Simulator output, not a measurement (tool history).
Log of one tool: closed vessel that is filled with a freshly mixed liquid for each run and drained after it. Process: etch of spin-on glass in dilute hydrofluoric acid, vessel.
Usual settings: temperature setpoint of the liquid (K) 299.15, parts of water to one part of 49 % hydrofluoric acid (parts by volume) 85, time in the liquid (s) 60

run,day,temperature setpoint of the liquid (K),parts of water to one part of 49 % hydrofluoric acid (parts by volume),time in the liquid (s),"read-back film thickness of the spin-on glass reference wafer, read on the same gauge (nm)",thickness taken off the spin-on glass on a monitor wafer (angstrom)
1,0.000,299.15,85,60,150.01,563.7
2,1.150,299.15,85,60,150.03,567.8
3,2.467,299.15,85,60,149.97,567.3
4,3.204,299.15,85,50,150.00,476.7
5,4.425,295.65,85,60,149.97,490.9
6,5.283,295.65,85,60,149.98,497.9
7,6.242,295.65,85,60,150.02,498.7
8,7.075,299.15,85,60,149.99,571.5
9,8.133,299.15,85,60,150.03,577.8
10,12.058,299.15,85,60,150.01,572.9
11,13.004,299.15,85,90,150.01,863.9
# day 14.879: thermometer replaced
12,15.608,299.15,85,90,149.99,819.5
13,16.567,299.15,85,90,150.04,817.8
14,17.108,299.15,85,60,149.95,544.7
15,17.838,299.15,85,60,150.00,545.2
16,19.133,299.15,85,60,149.99,551.2
17,19.796,299.15,50,70,149.97,1121.4
18,20.704,303.65,55,50,150.03,874.8
# day 20.783: hydrofluoric acid flow meter replaced
19,21.821,299.15,85,60,149.97,530.4
20,23.054,302.15,85,95,149.98,944.6
21,24.054,299.15,85,60,149.99,532.5
22,25.146,299.15,85,60,150.00,530.6
23,25.817,294.15,85,50,150.03,360.4
24,26.896,301.15,85,95,149.97,913.7
25,28.004,299.15,85,60,150.00,539.9
# day 28.917: gauge calibrated
26,29.104,299.15,85,70,149.98,625.9
27,29.779,294.15,110,50,150.01,275.1
28,30.379,302.15,85,45,149.99,453.5
29,31.842,303.65,70,30,150.00,397.0
30,33.321,295.65,120,30,150.00,158.9
31,34.692,299.15,85,60,150.01,544.4
32,35.721,297.15,100,40,149.99,278.0
33,36.925,299.15,85,60,150.02,546.7

The tool's hidden state at each run:
gauge reads high (%): 0 in every run
H1: liquid hotter than its thermometer reads (K)
H2: hydrofluoric acid flow above the setpoint (%)
run,H1,H2
1,1.44,1.47
2,1.46,1.57
3,1.48,1.68
4,1.5,1.74
5,1.51,1.84
6,1.53,1.91
7,1.54,1.99
8,1.56,2.06
9,1.57,2.14
10,1.64,2.47
11,1.65,2.55
12,0.113,2.76
13,0.128,2.84
14,0.137,2.89
15,0.148,2.95
16,0.169,3.05
17,0.18,3.11
18,0.194,3.18
19,0.212,0.251
20,0.232,0.353
21,0.248,0.436
22,0.265,0.526
23,0.276,0.581
24,0.293,0.67
25,0.311,0.762
26,0.328,0.853
27,0.339,0.909
28,0.349,0.958
29,0.372,1.08
30,0.395,1.2
31,0.417,1.31
32,0.434,1.4
33,0.453,1.5

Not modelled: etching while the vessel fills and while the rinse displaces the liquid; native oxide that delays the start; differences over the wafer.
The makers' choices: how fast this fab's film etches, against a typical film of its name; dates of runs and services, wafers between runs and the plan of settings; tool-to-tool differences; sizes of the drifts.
